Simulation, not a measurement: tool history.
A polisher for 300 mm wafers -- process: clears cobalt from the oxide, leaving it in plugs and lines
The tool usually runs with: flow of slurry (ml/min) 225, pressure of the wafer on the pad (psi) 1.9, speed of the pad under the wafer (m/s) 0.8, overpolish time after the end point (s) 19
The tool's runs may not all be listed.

run    hour  flow of slurry (ml/min)  pressure of the wafer on the pad (psi)  speed of the pad under the wafer (m/s)  overpolish time after the end point (s)  incoming thickness of the incoming film, nm  time until the end point was called (s)  dishing of a wide line in a test structure (nm)
  1       0                      225                                     1.9                                     0.8                                       19                                        250.5                                     77.8                                             37.2
  2    83.5                      265                                     1.9                                     0.8                                       19                                        247.6                                     75.2                                             37.2
      115.1  -- slurry nozzle cleaned
  3   130.1                      225                                     1.5                                     0.8                                       19                                        249.3                                     95.9                                             33.3
      137.3  -- worn pad replaced by a new one
  4   197.8                      225                                     1.5                                     0.8                                       19                                        245.1                                     88.1                                             34.3
      223.6  -- head pressure recalibrated
  5   291.7                      225                                     1.5                                     0.8                                       19                                        245.7                                     89.6                                             34.1
  6   331.6                      225                                     1.9                                     0.8                                       19                                        247.2                                     77.2                                             37.3
  7   387.7                      225                                     1.9                                     0.8                                       19                                        251.2                                     76.9                                             36.1
  8   422.6                      225                                     1.4                                     0.8                                       19                                        253.3                                    100.9                                             32.6
      466.5  -- slurry nozzle cleaned
  9   481.2                      225                                     1.4                                     0.8                                       19                                        246.5                                     96.8                                             31.6
 10   537.8                      225                                     1.6                                     0.8                                       19                                        250.2                                     90.3                                             34.1
      551.9  -- worn pad replaced by a new one
 11   580.3                      225                                     1.6                                     0.8                                       19                                        245.7                                     78.3                                             35.4
 12   648.4                      225                                     1.9                                     0.8                                       23                                        251.6                                     75.1                                             41.4
 13   683.3                      225                                     1.9                                     0.8                                       23                                        254.9                                     76.6                                             41.1
      688.4  -- head pressure recalibrated
 14   742.7                      225                                     1.9                                     0.8                                       19                                        250.5                                       74                                             36.5
 15   802.2                      225                                     1.9                                     0.8                                       19                                        251.8                                     78.3                                             36.9
 16   841.6                      225                                     2.3                                     0.8                                       19                                          249                                     69.2                                             38.9
      858.9  -- slurry nozzle cleaned
 17   910.1                      275                                     2.4                                    0.52                                       26                                        244.7                                     84.2                                             40.8
      928.2  -- worn pad replaced by a new one
 18   956.3                      225                                     1.9                                     0.8                                       19                                        249.7                                     72.5                                             38.7
 19  1013.1                      225                                     1.9                                     0.8                                       19                                        252.4                                     75.5                                             38.1
 20  1044.4                      225                                     1.9                                     0.8                                       19                                        248.9                                     74.7                                             37.4
 21  1088.4                      225                                     1.9                                     0.8                                       19                                        253.7                                     75.7                                             36.6
 22  1113.5                      185                                     1.9                                    1.02                                       19                                        248.4                                     63.9                                             39.5
 23  1185.1                      225                                     1.9                                       1                                       27                                          250                                       64                                             45.1
       1210  -- head pressure recalibrated
     1228.8  -- slurry nozzle cleaned
 24    1242                      225                                     1.4                                    0.54                                       19                                        250.8                                    129.5                                               27
     1264.8  -- worn pad replaced by a new one
 25  1308.6                      225                                     1.9                                     0.8                                       19                                        247.1                                     71.6                                               38
 26  1367.1                      170                                     1.9                                       1                                       19                                        250.2                                       66                                             40.7
 27  1424.9                      225                                     1.9                                    0.96                                       28                                        248.8                                     66.2                                             45.4
 28  1495.3                      225                                     1.9                                     0.8                                       19                                        249.1                                     74.6                                               36
 29  1531.5                      250                                     1.9                                     0.8                                       19                                        254.6                                     78.6                                             37.9
     1551.8  -- slurry nozzle cleaned
 30    1559                      265                                     2.2                                    0.68                                       26                                        249.2                                     76.7                                             43.1
 31  1593.5                      225                                     1.5                                     0.8                                       11                                        245.9                                     90.7                                             23.1
     1643.6  -- worn pad replaced by a new one
 32  1644.1                      225                                     1.9                                     0.8                                       19                                        247.8                                     72.1                                               39
 33  1679.7                      145                                     1.9                                    1.04                                       22                                          247                                     61.3                                             43.4
     1734.7  -- head pressure recalibrated
 34  1751.2                      225                                     2.2                                     0.8                                       19                                        249.5                                     66.8                                             39.3

For each run, the measured value with the value that run would have given without the tool's hidden condition subtracted. The run-to-run variation is shared by both, the gauge scatter possibly not:
Hidden state at play: removal rate lost through wear of the pad, %; slurry flow missing at the pad, %; deviation of the head's pressure from its setpoint, %.
run  time until the end point was called (s)  dishing of a wide line in a test structure (nm)
  1                                     +6.5                                             -1.6
  2                                     +6.9                                             -1.8
  3                                     +8.9                                             -1.9
  4                                       +4                                             -0.9
  5                                     +6.7                                             -1.6
  6                                     +6.3                                             -1.7
  7                                     +6.9                                             -1.7
  8                                     +9.3                                             -1.9
  9                                     +9.3                                               -2
 10                                     +8.8                                               -2
 11                                     +1.5                                             -0.3
 12                                     +3.8                                             -0.9
 13                                     +4.7                                             -1.1
 14                                     +5.5                                             -1.4
 15                                     +6.3                                             -1.6
 16                                     +5.8                                             -1.5
 17                                     +7.4                                             -1.6
 18                                     +1.6                                             -0.4
 19                                     +3.7                                             -0.9
 20                                     +4.5                                             -1.1
 21                                     +5.4                                             -1.3
 22                                     +4.8                                             -1.3
 23                                     +5.4                                             -1.2
 24                                    +11.5                                             -1.8
 25                                       +2                                             -0.5
 26                                     +3.4                                               -1
 27                                     +4.5                                             -0.9
 28                                     +5.9                                             -1.5
 29                                     +6.5                                             -1.7
 30                                     +6.5                                             -1.5
 31                                     +7.9                                             -1.6
 32                                     +0.3                                             -0.1
 33                                     +1.7                                             -0.5
 34                                     +3.9                                               -1
